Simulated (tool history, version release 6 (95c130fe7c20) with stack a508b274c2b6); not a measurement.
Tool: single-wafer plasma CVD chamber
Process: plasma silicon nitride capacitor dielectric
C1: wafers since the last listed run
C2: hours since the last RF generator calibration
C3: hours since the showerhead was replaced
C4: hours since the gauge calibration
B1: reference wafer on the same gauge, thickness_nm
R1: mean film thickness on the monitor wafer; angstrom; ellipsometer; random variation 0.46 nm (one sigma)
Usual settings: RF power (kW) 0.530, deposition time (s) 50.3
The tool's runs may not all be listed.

{"run": 1, "day": 0.0, "RF power (kW)": 0.455, "deposition time (s)": 50.3, "C1": 0, "C2": 450.0, "C3": 3996.8, "C4": 965.9, "B1": 87.837, "R1": 725.97}
{"run": 2, "day": 1.883, "RF power (kW)": 0.53, "deposition time (s)": 50.3, "C1": 879, "C2": 495.2, "C3": 4042.0, "C4": 1011.1, "B1": 88.057, "R1": 774.7}
{"run": 3, "day": 4.492, "RF power (kW)": 0.53, "deposition time (s)": 50.3, "C1": 1217, "C2": 557.8, "C3": 4104.6, "C4": 1073.7, "B1": 87.89, "R1": 769.44}
{"run": 4, "day": 5.508, "RF power (kW)": 0.53, "deposition time (s)": 50.3, "C1": 474, "C2": 582.2, "C3": 4129.0, "C4": 1098.1, "B1": 88.068, "R1": 765.57}
{"run": 5, "day": 8.062, "RF power (kW)": 0.53, "deposition time (s)": 50.3, "C1": 1192, "C2": 643.5, "C3": 4190.3, "C4": 1159.4, "B1": 88.029, "R1": 774.14}
{"run": 6, "day": 9.375, "RF power (kW)": 0.53, "deposition time (s)": 50.3, "C1": 612, "C2": 675.0, "C3": 4221.8, "C4": 1190.9, "B1": 87.959, "R1": 769.39}
{"run": 7, "day": 11.067, "RF power (kW)": 0.58, "deposition time (s)": 50.3, "C1": 789, "C2": 715.6, "C3": 4262.4, "C4": 1231.5, "B1": 87.938, "R1": 801.28}
{"day": 12.183, "done": "gauge calibrated"}
{"run": 8, "day": 12.721, "RF power (kW)": 0.58, "deposition time (s)": 50.3, "C1": 772, "C2": 755.3, "C3": 4302.1, "C4": 12.9, "B1": 88.043, "R1": 790.34}
{"run": 9, "day": 14.954, "RF power (kW)": 0.58, "deposition time (s)": 50.3, "C1": 1042, "C2": 808.9, "C3": 4355.7, "C4": 66.5, "B1": 87.884, "R1": 798.26}
{"run": 10, "day": 16.279, "RF power (kW)": 0.53, "deposition time (s)": 50.3, "C1": 618, "C2": 840.7, "C3": 4387.5, "C4": 98.3, "B1": 88.003, "R1": 776.05}
{"run": 11, "day": 17.738, "RF power (kW)": 0.53, "deposition time (s)": 50.3, "C1": 680, "C2": 875.7, "C3": 4422.5, "C4": 133.3, "B1": 87.918, "R1": 764.92}
{"run": 12, "day": 19.917, "RF power (kW)": 0.53, "deposition time (s)": 50.3, "C1": 1017, "C2": 928.0, "C3": 4474.8, "C4": 185.6, "B1": 87.973, "R1": 769.29}
{"run": 13, "day": 22.792, "RF power (kW)": 0.53, "deposition time (s)": 55.6, "C1": 1342, "C2": 997.0, "C3": 4543.8, "C4": 254.6, "B1": 88.114, "R1": 843.92}
{"run": 14, "day": 23.854, "RF power (kW)": 0.53, "deposition time (s)": 50.3, "C1": 495, "C2": 1022.5, "C3": 4569.3, "C4": 280.1, "B1": 87.835, "R1": 760.39}
{"run": 15, "day": 26.429, "RF power (kW)": 0.53, "deposition time (s)": 50.3, "C1": 1201, "C2": 1084.3, "C3": 4631.1, "C4": 341.9, "B1": 88.1, "R1": 758.22}
{"run": 16, "day": 27.883, "RF power (kW)": 0.53, "deposition time (s)": 50.3, "C1": 678, "C2": 1119.2, "C3": 4666.0, "C4": 376.8, "B1": 87.962, "R1": 762.34}
{"run": 17, "day": 30.638, "RF power (kW)": 0.53, "deposition time (s)": 50.3, "C1": 1285, "C2": 1185.3, "C3": 4732.1, "C4": 442.9, "B1": 88.078, "R1": 759.64}
{"run": 18, "day": 32.942, "RF power (kW)": 0.505, "deposition time (s)": 53.6, "C1": 1075, "C2": 1240.6, "C3": 4787.4, "C4": 498.2, "B1": 87.916, "R1": 793.73}
{"run": 19, "day": 37.258, "RF power (kW)": 0.48, "deposition time (s)": 50.3, "C1": 2014, "C2": 1344.2, "C3": 4891.0, "C4": 601.8, "B1": 87.963, "R1": 723.16}
{"run": 20, "day": 39.0, "RF power (kW)": 0.53, "deposition time (s)": 50.3, "C1": 812, "C2": 1386.0, "C3": 4932.8, "C4": 643.6, "B1": 87.809, "R1": 759.82}
{"run": 21, "day": 40.371, "RF power (kW)": 0.53, "deposition time (s)": 54.3, "C1": 639, "C2": 1418.9, "C3": 4965.7, "C4": 676.5, "B1": 87.948, "R1": 808.16}
{"run": 22, "day": 42.271, "RF power (kW)": 0.615, "deposition time (s)": 42.7, "C1": 886, "C2": 1464.5, "C3": 5011.3, "C4": 722.1, "B1": 88.074, "R1": 684.76}
{"run": 23, "day": 43.462, "RF power (kW)": 0.48, "deposition time (s)": 45.9, "C1": 556, "C2": 1493.1, "C3": 5039.9, "C4": 750.7, "B1": 88.045, "R1": 657.4}
{"run": 24, "day": 45.767, "RF power (kW)": 0.63, "deposition time (s)": 57.6, "C1": 1075, "C2": 1548.4, "C3": 5095.2, "C4": 806.0, "B1": 88.001, "R1": 921.4}
{"day": 48.025, "done": "showerhead replaced"}
{"run": 25, "day": 48.546, "RF power (kW)": 0.53, "deposition time (s)": 50.3, "C1": 1141, "C2": 1615.1, "C3": 12.5, "C4": 872.7, "B1": 87.951, "R1": 750.08}
{"run": 26, "day": 50.317, "RF power (kW)": 0.63, "deposition time (s)": 43.5, "C1": 826, "C2": 1657.6, "C3": 55.0, "C4": 915.2, "B1": 88.082, "R1": 695.63}
{"run": 27, "day": 52.858, "RF power (kW)": 0.605, "deposition time (s)": 54.8, "C1": 1186, "C2": 1718.6, "C3": 116.0, "C4": 976.2, "B1": 87.906, "R1": 859.55}
{"run": 28, "day": 54.429, "RF power (kW)": 0.47, "deposition time (s)": 43.1, "C1": 733, "C2": 1756.3, "C3": 153.7, "C4": 1013.9, "B1": 88.002, "R1": 604.15}
{"run": 29, "day": 55.996, "RF power (kW)": 0.56, "deposition time (s)": 50.3, "C1": 731, "C2": 1793.9, "C3": 191.3, "C4": 1051.5, "B1": 87.884, "R1": 757.41}
{"day": 56.588, "done": "gauge calibrated"}
{"run": 30, "day": 58.771, "RF power (kW)": 0.48, "deposition time (s)": 41.4, "C1": 1295, "C2": 1860.5, "C3": 257.9, "C4": 52.4, "B1": 87.83, "R1": 578.68}
{"run": 31, "day": 60.796, "RF power (kW)": 0.53, "deposition time (s)": 50.3, "C1": 945, "C2": 1909.1, "C3": 306.5, "C4": 101.0, "B1": 87.916, "R1": 740.01}
{"run": 32, "day": 62.0, "RF power (kW)": 0.465, "deposition time (s)": 56.8, "C1": 562, "C2": 1938.0, "C3": 335.4, "C4": 129.9, "B1": 87.912, "R1": 786.93}
{"day": 63.025, "done": "RF generator calibrated"}
{"run": 33, "day": 63.908, "RF power (kW)": 0.53, "deposition time (s)": 50.3, "C1": 735, "C2": 21.2, "C3": 381.2, "C4": 175.7, "B1": 87.984, "R1": 774.68}
{"run": 34, "day": 66.833, "RF power (kW)": 0.44, "deposition time (s)": 44.4, "C1": 1365, "C2": 91.4, "C3": 451.4, "C4": 245.9, "B1": 87.835, "R1": 628.99}
{"run": 35, "day": 69.596, "RF power (kW)": 0.49, "deposition time (s)": 50.3, "C1": 1289, "C2": 157.7, "C3": 517.7, "C4": 312.2, "B1": 87.976, "R1": 741.54}
{"run": 36, "day": 70.767, "RF power (kW)": 0.53, "deposition time (s)": 46.0, "C1": 546, "C2": 185.8, "C3": 545.8, "C4": 340.3, "B1": 87.937, "R1": 703.2}
{"run": 37, "day": 73.204, "RF power (kW)": 0.53, "deposition time (s)": 50.3, "C1": 1137, "C2": 244.3, "C3": 604.3, "C4": 398.8, "B1": 88.093, "R1": 772.62}
{"run": 38, "day": 75.458, "RF power (kW)": 0.595, "deposition time (s)": 50.3, "C1": 1052, "C2": 298.4, "C3": 658.4, "C4": 452.9, "B1": 87.919, "R1": 811.5}
{"run": 39, "day": 76.746, "RF power (kW)": 0.53, "deposition time (s)": 50.3, "C1": 600, "C2": 329.3, "C3": 689.3, "C4": 483.8, "B1": 88.066, "R1": 772.13}
{"run": 40, "day": 79.104, "RF power (kW)": 0.625, "deposition time (s)": 50.3, "C1": 1100, "C2": 385.9, "C3": 745.9, "C4": 540.4, "B1": 87.807, "R1": 824.86}
{"run": 41, "day": 81.825, "RF power (kW)": 0.43, "deposition time (s)": 59.6, "C1": 1270, "C2": 451.2, "C3": 811.2, "C4": 605.7, "B1": 87.995, "R1": 833.14}
{"run": 42, "day": 84.229, "RF power (kW)": 0.53, "deposition time (s)": 50.3, "C1": 1122, "C2": 508.9, "C3": 868.9, "C4": 663.4, "B1": 87.917, "R1": 777.71}

Forecast each of these 5 alternatives for the next run:
{"run": "A", "day": 84.246, "RF power (kW)": 0.53, "deposition time (s)": 50.3, "C1": 7, "C2": 509.3, "C3": 869.3, "C4": 663.8, "B1": "?", "R1": "?"}
{"run": "B", "day": 84.246, "RF power (kW)": 0.615, "deposition time (s)": 54.4, "C1": 7, "C2": 509.3, "C3": 869.3, "C4": 663.8, "B1": "?", "R1": "?"}
{"run": "C", "day": 84.246, "RF power (kW)": 0.53, "deposition time (s)": 60.3, "C1": 7, "C2": 509.3, "C3": 869.3, "C4": 663.8, "B1": "?", "R1": "?"}
{"run": "D", "day": 84.246, "RF power (kW)": 0.45, "deposition time (s)": 46.7, "C1": 7, "C2": 509.3, "C3": 869.3, "C4": 663.8, "B1": "?", "R1": "?"}
{"run": "E", "day": 84.246, "RF power (kW)": 0.475, "deposition time (s)": 53.8, "C1": 7, "C2": 509.3, "C3": 869.3, "C4": 663.8, "B1": "?", "R1": "?"}

run=A B1=88.033 R1=769.96
run=B B1=88.033 R1=886.06
run=C B1=88.033 R1=923.03
run=D B1=88.033 R1=664.41
run=E B1=88.033 R1=784.68
Without the tool's hidden state the same runs would have given:
run=A R1=774.23
run=B R1=890.98
run=C R1=928.16
run=D R1=668.11
run=E R1=789.04
